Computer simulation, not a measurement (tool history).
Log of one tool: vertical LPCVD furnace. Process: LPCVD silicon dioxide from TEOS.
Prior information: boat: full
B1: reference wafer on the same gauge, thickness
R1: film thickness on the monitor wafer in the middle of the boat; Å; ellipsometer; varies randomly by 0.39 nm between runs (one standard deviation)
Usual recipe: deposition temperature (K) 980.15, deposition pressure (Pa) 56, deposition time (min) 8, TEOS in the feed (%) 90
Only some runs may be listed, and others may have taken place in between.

run 1 hour=0 | deposition_temperature_(K)=980.15 deposition_pressure_(Pa)=56 deposition_time_(min)=6 TEOS_in_the_feed_(%)=84 | B1=93.4 | R1=660.9
run 2 hour=55.5 | deposition_temperature_(K)=973.15 deposition_pressure_(Pa)=56 deposition_time_(min)=8 TEOS_in_the_feed_(%)=90 | B1=93.21 | R1=786.3
run 3 hour=112.2 | deposition_temperature_(K)=973.15 deposition_pressure_(Pa)=56 deposition_time_(min)=8 TEOS_in_the_feed_(%)=90 | B1=93.25 | R1=792.2
run 4 hour=173.9 | deposition_temperature_(K)=973.15 deposition_pressure_(Pa)=56 deposition_time_(min)=8 TEOS_in_the_feed_(%)=90 | B1=93.16 | R1=788.7
run 5 hour=212.7 | deposition_temperature_(K)=980.15 deposition_pressure_(Pa)=56 deposition_time_(min)=8 TEOS_in_the_feed_(%)=90 | B1=93.12 | R1=927.4
run 6 hour=265.8 | deposition_temperature_(K)=980.15 deposition_pressure_(Pa)=56 deposition_time_(min)=8 TEOS_in_the_feed_(%)=90 | B1=93.39 | R1=926
run 7 hour=320 | deposition_temperature_(K)=980.15 deposition_pressure_(Pa)=56 deposition_time_(min)=8 TEOS_in_the_feed_(%)=90 | B1=93.26 | R1=925.5
run 8 hour=345.7 | deposition_temperature_(K)=980.15 deposition_pressure_(Pa)=56 deposition_time_(min)=8 TEOS_in_the_feed_(%)=90 | B1=93.43 | R1=934.7
run 9 hour=394 | deposition_temperature_(K)=980.15 deposition_pressure_(Pa)=56 deposition_time_(min)=8 TEOS_in_the_feed_(%)=90 | B1=93.34 | R1=928.3
-- hour=443.2 gauge calibrated
run 10 hour=460 | deposition_temperature_(K)=980.15 deposition_pressure_(Pa)=56 deposition_time_(min)=8 TEOS_in_the_feed_(%)=90 | B1=93.18 | R1=930.4
run 11 hour=527.2 | deposition_temperature_(K)=980.15 deposition_pressure_(Pa)=56 deposition_time_(min)=8 TEOS_in_the_feed_(%)=90 | B1=93.19 | R1=923.5
run 12 hour=552.1 | deposition_temperature_(K)=980.15 deposition_pressure_(Pa)=56 deposition_time_(min)=8 TEOS_in_the_feed_(%)=90 | B1=93.23 | R1=925
-- hour=606.8 pressure gauge zeroed
run 13 hour=607.3 | deposition_temperature_(K)=980.15 deposition_pressure_(Pa)=46.7 deposition_time_(min)=8 TEOS_in_the_feed_(%)=79 | B1=93.2 | R1=804.2
run 14 hour=641.8 | deposition_temperature_(K)=992.15 deposition_pressure_(Pa)=56 deposition_time_(min)=5 TEOS_in_the_feed_(%)=90 | B1=93.22 | R1=762.6
-- hour=696.8 TEOS flow controller replaced
run 15 hour=699.1 | deposition_temperature_(K)=990.15 deposition_pressure_(Pa)=56 deposition_time_(min)=8 TEOS_in_the_feed_(%)=90 | B1=93.33 | R1=1178.1
run 16 hour=743.3 | deposition_temperature_(K)=974.15 deposition_pressure_(Pa)=43.3 deposition_time_(min)=9.5 TEOS_in_the_feed_(%)=76 | B1=93.17 | R1=789.4
run 17 hour=770 | deposition_temperature_(K)=980.15 deposition_pressure_(Pa)=43.3 deposition_time_(min)=9 TEOS_in_the_feed_(%)=97 | B1=93.06 | R1=956.8
-- hour=797.8 thermocouples replaced and temperature profile calibrated
run 18 hour=819.4 | deposition_temperature_(K)=973.15 deposition_pressure_(Pa)=56 deposition_time_(min)=8 TEOS_in_the_feed_(%)=90 | B1=93.34 | R1=740.7
run 19 hour=863.4 | deposition_temperature_(K)=980.15 deposition_pressure_(Pa)=56 deposition_time_(min)=11 TEOS_in_the_feed_(%)=90 | B1=93.24 | R1=1205.5
run 20 hour=932 | deposition_temperature_(K)=970.15 deposition_pressure_(Pa)=56 deposition_time_(min)=6 TEOS_in_the_feed_(%)=77 | B1=93.21 | R1=485.1
run 21 hour=987.3 | deposition_temperature_(K)=980.15 deposition_pressure_(Pa)=51.3 deposition_time_(min)=8 TEOS_in_the_feed_(%)=90 | B1=93.08 | R1=838.9
run 22 hour=1018.4 | deposition_temperature_(K)=980.15 deposition_pressure_(Pa)=68 deposition_time_(min)=9 TEOS_in_the_feed_(%)=90 | B1=93.29 | R1=1085.4
run 23 hour=1049.4 | deposition_temperature_(K)=980.15 deposition_pressure_(Pa)=50 deposition_time_(min)=9.5 TEOS_in_the_feed_(%)=82 | B1=93.23 | R1=947.8
run 24 hour=1073.6 | deposition_temperature_(K)=980.15 deposition_pressure_(Pa)=51.3 deposition_time_(min)=8 TEOS_in_the_feed_(%)=90 | B1=93.28 | R1=843.6
run 25 hour=1098.7 | deposition_temperature_(K)=973.15 deposition_pressure_(Pa)=63.3 deposition_time_(min)=5 TEOS_in_the_feed_(%)=75 | B1=93.1 | R1=453.9
run 26 hour=1134 | deposition_temperature_(K)=980.15 deposition_pressure_(Pa)=56 deposition_time_(min)=8 TEOS_in_the_feed_(%)=82 | B1=93.21 | R1=842.2
run 27 hour=1169.1 | deposition_temperature_(K)=980.15 deposition_pressure_(Pa)=56 deposition_time_(min)=8 TEOS_in_the_feed_(%)=90 | B1=93.15 | R1=884.1

For some of the steps in R1 from one run to the next: how much would appear even if the tool had no hidden state, given the settings, what came in and random variation, and how much remains for the hidden state plus any gauge scatter that the measured result and the result without hidden state don't share?
What the log doesn't record here: true tube temperature minus thermocouple reading, K; true pressure minus gauge reading, mTorr; deviation of the TEOS flow from its setpoint, %; gauge reads high (%).
Run 14 -> 15: deposition temperature (K) 992.15 -> 990.15, deposition time (min) 5 -> 8, TEOS flow controller replaced. R1 +415.5 Å: hidden state +31.6, all else +383.9.
Run 17 -> 18: deposition temperature (K) 980.15 -> 973.15, deposition pressure (Pa) 43.3 -> 56, deposition time (min) 9 -> 8, TEOS in the feed (%) 97 -> 90, thermocouples replaced and temperature profile calibrated. R1 -216.1 Å: hidden state -67.6, all else -148.5.
Run 18 -> 19: deposition temperature (K) 973.15 -> 980.15, deposition time (min) 8 -> 11. R1 +464.8 Å: hidden state +4.7, all else +460.1.
Run 19 -> 20: deposition temperature (K) 980.15 -> 970.15, deposition time (min) 11 -> 6, TEOS in the feed (%) 90 -> 77. R1 -720.4 Å: hidden state -5.1, all else -715.3.

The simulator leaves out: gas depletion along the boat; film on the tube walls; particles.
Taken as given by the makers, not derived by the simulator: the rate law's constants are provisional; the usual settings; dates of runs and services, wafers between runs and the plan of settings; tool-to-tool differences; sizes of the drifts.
